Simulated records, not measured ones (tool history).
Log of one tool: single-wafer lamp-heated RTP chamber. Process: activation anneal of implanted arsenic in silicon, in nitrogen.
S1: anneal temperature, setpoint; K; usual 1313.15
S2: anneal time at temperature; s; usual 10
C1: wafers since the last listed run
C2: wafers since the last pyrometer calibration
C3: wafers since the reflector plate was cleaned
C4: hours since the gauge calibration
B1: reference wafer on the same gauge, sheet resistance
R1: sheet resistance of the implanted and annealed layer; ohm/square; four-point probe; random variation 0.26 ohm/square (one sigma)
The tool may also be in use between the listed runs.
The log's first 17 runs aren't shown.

run	hour	S1	S2	C1	C2	C3	C4	B1	R1
18	246.8	1284.15	8	71	718	164	361.8	144.93	144.14
19	255.6	1313.15	7	90	809	254	370.6	144.98	138.59
20	271.7	1291.15	13	166	975	421	386.7	145.02	137.5
21	289.3	1325.15	10	181	1157	602	404.3	144.99	133.28
22	302.2	1313.15	10	133	1290	735	417.2	145.02	135.62
23	310.1	1329.15	5	81	1372	817	425.1	145.07	138.04
24	327.1	1337.15	13	175	1547	992	442.1	145.02	129.13
# hour 335.6: gauge calibrated
25	340.6	1342.15	12	139	1686	1132	5	144.93	128.74
26	352.4	1313.15	10	121	1808	1253	16.8	145.01	135.11
27	369.3	1341.15	13	174	1983	1428	33.7	145.02	127.78
28	380.9	1313.15	4	119	2102	1548	45.3	145.01	142.86
29	392.8	1295.15	8	122	2225	1670	57.2	145	140.83
30	405.9	1297.15	7	135	2360	1806	70.3	145.05	141.5
31	411.9	1327.15	4	61	2422	1867	76.3	144.94	139.94
32	418.3	1302.15	6	66	2488	1933	82.7	145	141.2
33	428.1	1313.15	10	101	2589	2035	92.5	144.97	135.1

3 ways to go on from here, each from the tool as it stands after run 33. What would each give?
A	428.5	1313.15	10	4	2593	2039	92.9	?	?
B	428.5	1290.15	10	4	2593	2039	92.9	?	?
C	428.5	1337.15	5	4	2593	2039	92.9	?	?

run	B1	R1
A	145.01	134.95
B	145.01	139.53
C	145.01	136.3
Without the tool's hidden state the same runs would have given:
run	R1
A	136.12
B	140.88
C	137.29
